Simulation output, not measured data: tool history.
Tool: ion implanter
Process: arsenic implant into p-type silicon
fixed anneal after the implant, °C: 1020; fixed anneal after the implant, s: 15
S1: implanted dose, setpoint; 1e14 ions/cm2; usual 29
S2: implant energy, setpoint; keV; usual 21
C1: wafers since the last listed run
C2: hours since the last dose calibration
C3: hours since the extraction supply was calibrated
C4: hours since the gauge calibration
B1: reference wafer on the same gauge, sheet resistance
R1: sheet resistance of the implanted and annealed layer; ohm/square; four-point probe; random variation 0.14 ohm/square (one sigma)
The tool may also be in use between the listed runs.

run 1 hour=0 | S1=29 S2=21 | C1=0 C2=1507 C3=3491.6 C4=424.7 | B1=89.27 | R1=94.29
run 2 hour=62.3 | S1=29 S2=21 | C1=1452 C2=1569.3 C3=3553.9 C4=487 | B1=89.33 | R1=94.68
run 3 hour=117.3 | S1=29 S2=21 | C1=1281 C2=1624.3 C3=3608.9 C4=542 | B1=89.33 | R1=94.44
run 4 hour=152.2 | S1=34.79 S2=21 | C1=813 C2=1659.2 C3=3643.8 C4=576.9 | B1=89.36 | R1=92.03
run 5 hour=210.2 | S1=34.79 S2=21 | C1=1351 C2=1717.2 C3=3701.8 C4=634.9 | B1=89.41 | R1=91.96
run 6 hour=258 | S1=29 S2=21 | C1=1114 C2=1765 C3=3749.6 C4=682.7 | B1=89.49 | R1=94.53
run 7 hour=292.1 | S1=31.07 S2=21 | C1=794 C2=1799.1 C3=3783.7 C4=716.8 | B1=89.42 | R1=93.71
run 8 hour=354.2 | S1=29 S2=21 | C1=1447 C2=1861.2 C3=3845.8 C4=778.9 | B1=89.5 | R1=94.49
run 9 hour=402.7 | S1=29 S2=21 | C1=1130 C2=1909.7 C3=3894.3 C4=827.4 | B1=89.54 | R1=94.57
run 10 hour=448 | S1=29 S2=21 | C1=1055 C2=1955 C3=3939.6 C4=872.7 | B1=89.56 | R1=94.77
-- hour=488.9 Faraday cup replaced and dose calibrated
-- hour=513.1 extraction supply calibrated
run 11 hour=599.5 | S1=29 S2=21 | C1=3158 C2=110.6 C3=86.4 C4=1024.2 | B1=89.72 | R1=94.7
-- hour=619.9 gauge calibrated
run 12 hour=656.9 | S1=31.64 S2=15 | C1=1337 C2=168 C3=143.8 C4=37 | B1=89.13 | R1=102.86
run 13 hour=693.5 | S1=36.2 S2=15.5 | C1=853 C2=204.6 C3=180.4 C4=73.6 | B1=89.12 | R1=100.24
run 14 hour=720.9 | S1=36.32 S2=27 | C1=638 C2=232 C3=207.8 C4=101 | B1=89.14 | R1=82.74
run 15 hour=756.6 | S1=29 S2=21 | C1=832 C2=267.7 C3=243.5 C4=136.7 | B1=89.21 | R1=94.2
run 16 hour=810.9 | S1=29 S2=21 | C1=1265 C2=322 C3=297.8 C4=191 | B1=89.23 | R1=94.48
run 17 hour=837 | S1=35.79 S2=21 | C1=608 C2=348.1 C3=323.9 C4=217.1 | B1=89.23 | R1=91.5
run 18 hour=894.6 | S1=26.75 S2=28 | C1=1342 C2=405.7 C3=381.5 C4=274.7 | B1=89.29 | R1=85.3
run 19 hour=933 | S1=29 S2=15 | C1=895 C2=444.1 C3=419.9 C4=313.1 | B1=89.33 | R1=104.71
run 20 hour=964.9 | S1=31.89 S2=14.5 | C1=743 C2=476 C3=451.8 C4=345 | B1=89.3 | R1=103.93
run 21 hour=1011.2 | S1=31.64 S2=15 | C1=1079 C2=522.3 C3=498.1 C4=391.3 | B1=89.36 | R1=103.25
run 22 hour=1071.4 | S1=29 S2=21 | C1=1403 C2=582.5 C3=558.3 C4=451.5 | B1=89.36 | R1=94.48
run 23 hour=1109.5 | S1=23.61 S2=17.5 | C1=888 C2=620.6 C3=596.4 C4=489.6 | B1=89.44 | R1=103.09
run 24 hour=1318.9 | S1=33.95 S2=28 | C1=4880 C2=830 C3=805.8 C4=699 | B1=89.58 | R1=82.69
run 25 hour=1461.9 | S1=25.07 S2=21 | C1=3333 C2=973 C3=948.8 C4=842 | B1=89.64 | R1=96.64

4 ways to go on from here, each from the tool as it stands after run 25. What would each give?
run A hour=1462.3 | S1=29 S2=21 | C1=9 C2=973.4 C3=949.2 C4=842.4 | B1=? | R1=?
run B hour=1462.3 | S1=36.47 S2=25.5 | C1=9 C2=973.4 C3=949.2 C4=842.4 | B1=? | R1=?
run C hour=1462.3 | S1=29 S2=26 | C1=9 C2=973.4 C3=949.2 C4=842.4 | B1=? | R1=?
run D hour=1462.3 | S1=34.82 S2=25 | C1=9 C2=973.4 C3=949.2 C4=842.4 | B1=? | R1=?

run=A B1=89.63 R1=94.88
run=B B1=89.63 R1=85.28
run=C B1=89.63 R1=87.42
run=D B1=89.63 R1=86.53
Without the tool's hidden state the same runs would have given:
run=A R1=94.08
run=B R1=84.57
run=C R1=86.69
run=D R1=85.81
